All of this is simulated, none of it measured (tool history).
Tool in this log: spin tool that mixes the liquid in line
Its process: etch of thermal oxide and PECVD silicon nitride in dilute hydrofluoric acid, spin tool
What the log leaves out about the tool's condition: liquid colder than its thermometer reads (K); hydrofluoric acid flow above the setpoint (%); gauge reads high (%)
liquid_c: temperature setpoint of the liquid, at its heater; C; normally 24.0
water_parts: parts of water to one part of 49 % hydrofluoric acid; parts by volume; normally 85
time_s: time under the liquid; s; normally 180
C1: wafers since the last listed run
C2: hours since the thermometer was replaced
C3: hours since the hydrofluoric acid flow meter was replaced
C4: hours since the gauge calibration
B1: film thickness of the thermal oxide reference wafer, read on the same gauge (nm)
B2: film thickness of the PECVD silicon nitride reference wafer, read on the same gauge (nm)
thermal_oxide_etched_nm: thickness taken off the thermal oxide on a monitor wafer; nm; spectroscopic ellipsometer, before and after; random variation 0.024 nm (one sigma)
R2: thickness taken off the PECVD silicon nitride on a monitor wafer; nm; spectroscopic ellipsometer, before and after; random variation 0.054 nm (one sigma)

{"run": 1, "hour": 0.0, "liquid_c": 24.0, "water_parts": 60, "time_s": 180, "C1": 0, "C2": 2451.4, "C3": 2100.7, "C4": 69.0, "B1": 89.99, "B2": 79.97, "thermal_oxide_etched_nm": 14.07, "R2": 8.27}
{"run": 2, "hour": 15.6, "liquid_c": 25.5, "water_parts": 85, "time_s": 180, "C1": 117, "C2": 2467.0, "C3": 2116.3, "C4": 84.6, "B1": 90.0, "B2": 80.02, "thermal_oxide_etched_nm": 10.28, "R2": 6.54}
{"run": 3, "hour": 31.9, "liquid_c": 25.5, "water_parts": 85, "time_s": 180, "C1": 123, "C2": 2483.3, "C3": 2132.6, "C4": 100.9, "B1": 90.0, "B2": 79.98, "thermal_oxide_etched_nm": 10.26, "R2": 6.44}
{"run": 4, "hour": 45.3, "liquid_c": 24.0, "water_parts": 85, "time_s": 150, "C1": 101, "C2": 2496.7, "C3": 2146.0, "C4": 114.3, "B1": 90.01, "B2": 80.0, "thermal_oxide_etched_nm": 8.05, "R2": 4.92}
{"run": 5, "hour": 59.1, "liquid_c": 24.0, "water_parts": 85, "time_s": 150, "C1": 104, "C2": 2510.5, "C3": 2159.8, "C4": 128.1, "B1": 89.97, "B2": 79.98, "thermal_oxide_etched_nm": 8.05, "R2": 4.83}
{"run": 6, "hour": 72.8, "liquid_c": 20.0, "water_parts": 85, "time_s": 180, "C1": 103, "C2": 2524.2, "C3": 2173.5, "C4": 141.8, "B1": 89.99, "B2": 80.02, "thermal_oxide_etched_nm": 8.16, "R2": 4.46}
{"run": 7, "hour": 89.7, "liquid_c": 24.0, "water_parts": 85, "time_s": 180, "C1": 127, "C2": 2541.1, "C3": 2190.4, "C4": 158.7, "B1": 90.02, "B2": 80.0, "thermal_oxide_etched_nm": 9.71, "R2": 5.81}
{"hour": 97.8, "done": "thermometer replaced"}
{"run": 8, "hour": 107.4, "liquid_c": 24.0, "water_parts": 85, "time_s": 180, "C1": 126, "C2": 9.6, "C3": 2208.1, "C4": 176.4, "B1": 90.01, "B2": 80.02, "thermal_oxide_etched_nm": 10.58, "R2": 6.83}
{"run": 9, "hour": 114.0, "liquid_c": 24.0, "water_parts": 85, "time_s": 180, "C1": 49, "C2": 16.2, "C3": 2214.7, "C4": 183.0, "B1": 90.02, "B2": 80.0, "thermal_oxide_etched_nm": 10.57, "R2": 6.8}
{"run": 10, "hour": 122.4, "liquid_c": 24.0, "water_parts": 85, "time_s": 180, "C1": 63, "C2": 24.6, "C3": 2223.1, "C4": 191.4, "B1": 89.99, "B2": 79.99, "thermal_oxide_etched_nm": 10.57, "R2": 6.71}
{"hour": 128.8, "done": "gauge calibrated"}
{"run": 11, "hour": 134.9, "liquid_c": 24.0, "water_parts": 85, "time_s": 180, "C1": 94, "C2": 37.1, "C3": 2235.6, "C4": 6.1, "B1": 89.97, "B2": 80.0, "thermal_oxide_etched_nm": 10.58, "R2": 6.72}
{"run": 12, "hour": 146.7, "liquid_c": 24.0, "water_parts": 85, "time_s": 180, "C1": 89, "C2": 48.9, "C3": 2247.4, "C4": 17.9, "B1": 90.03, "B2": 80.0, "thermal_oxide_etched_nm": 10.6, "R2": 6.64}
{"run": 13, "hour": 163.3, "liquid_c": 24.0, "water_parts": 85, "time_s": 180, "C1": 125, "C2": 65.5, "C3": 2264.0, "C4": 34.5, "B1": 89.99, "B2": 80.0, "thermal_oxide_etched_nm": 10.56, "R2": 6.7}
{"run": 14, "hour": 174.2, "liquid_c": 24.0, "water_parts": 105, "time_s": 180, "C1": 82, "C2": 76.4, "C3": 2274.9, "C4": 45.4, "B1": 90.0, "B2": 79.99, "thermal_oxide_etched_nm": 8.35, "R2": 5.6}
{"run": 15, "hour": 186.5, "liquid_c": 27.5, "water_parts": 60, "time_s": 75, "C1": 93, "C2": 88.7, "C3": 2287.2, "C4": 57.7, "B1": 89.98, "B2": 79.99, "thermal_oxide_etched_nm": 7.41, "R2": 4.97}
{"hour": 192.6, "done": "hydrofluoric acid flow meter replaced"}
{"run": 16, "hour": 204.3, "liquid_c": 27.0, "water_parts": 95, "time_s": 220, "C1": 127, "C2": 106.5, "C3": 11.7, "C4": 75.5, "B1": 89.98, "B2": 80.01, "thermal_oxide_etched_nm": 11.46, "R2": 8.17}
{"run": 17, "hour": 220.8, "liquid_c": 24.0, "water_parts": 85, "time_s": 180, "C1": 124, "C2": 123.0, "C3": 28.2, "C4": 92.0, "B1": 89.98, "B2": 79.98, "thermal_oxide_etched_nm": 9.46, "R2": 6.08}
{"run": 18, "hour": 233.2, "liquid_c": 28.5, "water_parts": 85, "time_s": 270, "C1": 93, "C2": 135.4, "C3": 40.6, "C4": 104.4, "B1": 90.0, "B2": 79.99, "thermal_oxide_etched_nm": 16.92, "R2": 12.19}
{"run": 19, "hour": 249.9, "liquid_c": 27.5, "water_parts": 85, "time_s": 110, "C1": 126, "C2": 152.1, "C3": 57.3, "C4": 121.1, "B1": 90.01, "B2": 80.01, "thermal_oxide_etched_nm": 6.66, "R2": 4.68}
{"run": 20, "hour": 265.6, "liquid_c": 24.0, "water_parts": 85, "time_s": 285, "C1": 118, "C2": 167.8, "C3": 73.0, "C4": 136.8, "B1": 90.0, "B2": 80.03, "thermal_oxide_etched_nm": 15.0, "R2": 9.74}
{"run": 21, "hour": 275.5, "liquid_c": 24.0, "water_parts": 85, "time_s": 280, "C1": 74, "C2": 177.7, "C3": 82.9, "C4": 146.7, "B1": 90.0, "B2": 79.98, "thermal_oxide_etched_nm": 14.73, "R2": 9.55}
{"run": 22, "hour": 292.4, "liquid_c": 24.0, "water_parts": 85, "time_s": 285, "C1": 127, "C2": 194.6, "C3": 99.8, "C4": 163.6, "B1": 90.01, "B2": 80.0, "thermal_oxide_etched_nm": 14.99, "R2": 9.73}
{"run": 23, "hour": 301.4, "liquid_c": 24.0, "water_parts": 85, "time_s": 180, "C1": 68, "C2": 203.6, "C3": 108.8, "C4": 172.6, "B1": 90.01, "B2": 80.01, "thermal_oxide_etched_nm": 9.51, "R2": 6.17}
{"hour": 313.1, "done": "gauge calibrated"}
{"run": 24, "hour": 315.4, "liquid_c": 26.0, "water_parts": 85, "time_s": 180, "C1": 105, "C2": 217.6, "C3": 122.8, "C4": 2.3, "B1": 90.02, "B2": 80.0, "thermal_oxide_etched_nm": 10.29, "R2": 6.94}
{"run": 25, "hour": 332.9, "liquid_c": 28.5, "water_parts": 55, "time_s": 230, "C1": 132, "C2": 235.1, "C3": 140.3, "C4": 19.8, "B1": 89.98, "B2": 79.99, "thermal_oxide_etched_nm": 23.31, "R2": 16.08}

Selected run-to-run steps in thermal_oxide_etched_nm, each split into two signed amounts: the part the tool would show with no hidden state at all (from settings, incoming material and random variation), and the remainder, which goes to the hidden state together with any gauge scatter not common to the measured and the hidden-state-free results:
Run 7 -> 8: thermometer replaced. thermal_oxide_etched_nm +0.87 nm: hidden state +0.90, all else -0.03.
Run 15 -> 16: liquid_c 27.5 -> 27.0, water_parts 60 -> 95, time_s 75 -> 220, hydrofluoric acid flow meter replaced. thermal_oxide_etched_nm +4.05 nm: hidden state -0.75, all else +4.80.
Run 18 -> 19: liquid_c 28.5 -> 27.5, time_s 270 -> 110. thermal_oxide_etched_nm -10.26 nm: hidden state -0.02, all else -10.24.
Run 24 -> 25: liquid_c 26.0 -> 28.5, water_parts 85 -> 55, time_s 180 -> 230. thermal_oxide_etched_nm +13.02 nm: hidden state +0.03, all else +12.99.

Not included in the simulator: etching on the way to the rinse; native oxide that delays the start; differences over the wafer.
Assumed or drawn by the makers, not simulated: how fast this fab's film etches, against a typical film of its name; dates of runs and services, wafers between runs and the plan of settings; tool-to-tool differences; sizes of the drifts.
